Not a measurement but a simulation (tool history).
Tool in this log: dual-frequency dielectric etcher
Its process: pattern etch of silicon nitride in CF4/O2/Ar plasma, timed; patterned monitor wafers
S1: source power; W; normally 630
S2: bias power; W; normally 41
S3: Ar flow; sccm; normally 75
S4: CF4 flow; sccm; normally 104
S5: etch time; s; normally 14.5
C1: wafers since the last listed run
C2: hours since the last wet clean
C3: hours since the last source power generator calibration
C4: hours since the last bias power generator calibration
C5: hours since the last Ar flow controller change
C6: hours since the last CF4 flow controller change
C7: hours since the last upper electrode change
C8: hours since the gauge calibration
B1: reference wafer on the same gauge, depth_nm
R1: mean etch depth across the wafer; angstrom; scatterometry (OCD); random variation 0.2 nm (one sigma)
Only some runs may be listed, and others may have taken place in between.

run,hour,S1,S2,S3,S4,S5,C1,C2,C3,C4,C5,C6,C7,C8,B1,R1
1,0.0,630,41,75,104,14.5,0,367.8,4323.0,258.2,161.9,169.3,4831.0,203.8,30.18,341.8
# hour 36.4: wet clean of the chamber
2,36.9,630,41,67,94,17.0,220,0.5,4359.9,295.1,198.8,206.2,4867.9,240.7,30.26,388.2
3,49.7,500,41,83,82,12.0,218,13.3,4372.7,307.9,211.6,219.0,4880.7,253.5,30.28,224.1
4,67.4,630,41,85,104,14.5,302,31.0,4390.4,325.6,229.3,236.7,4898.4,271.2,30.23,330.3
# hour 89.2: source power generator calibrated
5,140.3,550,41,58,104,14.5,1177,103.9,51.1,398.5,302.2,309.6,4971.3,344.1,30.31,315.8
6,156.9,490,41,75,94,14.5,283,120.5,67.7,415.1,318.8,326.2,4987.9,360.7,30.08,279.4
7,181.6,580,41,66,111,10.5,422,145.2,92.4,439.8,343.5,350.9,5012.6,385.4,30.26,238.2
8,206.3,630,41,75,104,14.5,422,169.9,117.1,464.5,368.2,375.6,5037.3,410.1,30.24,336.4
# hour 264.2: upper electrode replaced
9,264.7,630,41,75,104,14.5,588,228.3,175.5,522.9,426.6,434.0,0.5,468.5,30.20,340.2
10,274.5,630,41,75,104,11.5,167,238.1,185.3,532.7,436.4,443.8,10.3,478.3,30.21,268.4
11,305.3,630,41,75,90,14.5,526,268.9,216.1,563.5,467.2,474.6,41.1,509.1,30.21,333.4
12,323.3,790,45,75,104,14.5,307,286.9,234.1,581.5,485.2,492.6,59.1,527.1,30.18,419.4
13,348.2,550,41,66,114,14.5,425,311.8,259.0,606.4,510.1,517.5,84.0,552.0,30.18,316.1
14,378.7,590,41,75,104,14.5,521,342.3,289.5,636.9,540.6,548.0,114.5,582.5,30.31,322.8
# hour 403.6: wet clean of the chamber
15,404.1,630,41,75,82,18.0,23,0.5,314.9,662.3,566.0,573.4,139.9,607.9,30.18,400.2
16,411.6,630,45,61,89,18.5,128,8.0,322.4,669.8,573.5,580.9,147.4,615.4,30.08,446.7
17,431.8,630,41,75,104,14.5,345,28.2,342.6,690.0,593.7,601.1,167.6,635.6,30.32,329.9
18,458.9,630,41,75,104,14.5,463,55.3,369.7,717.1,620.8,628.2,194.7,662.7,30.31,334.9
19,489.2,480,41,83,104,18.0,518,85.6,400.0,747.4,651.1,658.5,225.0,693.0,30.19,342.4
20,502.9,630,41,89,104,11.0,234,99.3,413.7,761.1,664.8,672.2,238.7,706.7,30.25,249.1
21,534.0,630,41,75,104,14.5,531,130.4,444.8,792.2,695.9,703.3,269.8,737.8,30.16,335.3
22,552.5,630,41,65,88,12.0,316,148.9,463.3,810.7,714.4,721.8,288.3,756.3,30.24,281.0

Pick out some run-to-run changes in R1. Of each, how much would a tool without hidden state show as well, from the settings, what came in and chance, and how much is left for the hidden state and any gauge scatter not in both results compared?
Unlogged tool condition in this case: etch rate over this chamber's usual, %; source power that arrives over what is set, %; bias power that arrives over what is set, %; Ar flow that arrives over what is set, %; CF4 flow that arrives over what is set, %; gauge reads high (%).
Run 1 -> 2: S3 75 -> 67, S4 104 -> 94, S5 14.5 -> 17.0, wet clean of the chamber. R1 +46.4 angstrom: hidden state -8.4, all else +54.8.
Run 2 -> 3: S1 630 -> 500, S3 67 -> 83, S4 94 -> 82, S5 17.0 -> 12.0. R1 -164.1 angstrom: hidden state +0.3, all else -164.4.
Run 14 -> 15: S1 590 -> 630, S4 104 -> 82, S5 14.5 -> 18.0, wet clean of the chamber. R1 +77.4 angstrom: hidden state -9.3, all else +86.7.
Run 16 -> 17: S2 45 -> 41, S3 61 -> 75, S4 89 -> 104, S5 18.5 -> 14.5. R1 -116.8 angstrom: hidden state +1.0, all else -117.8.
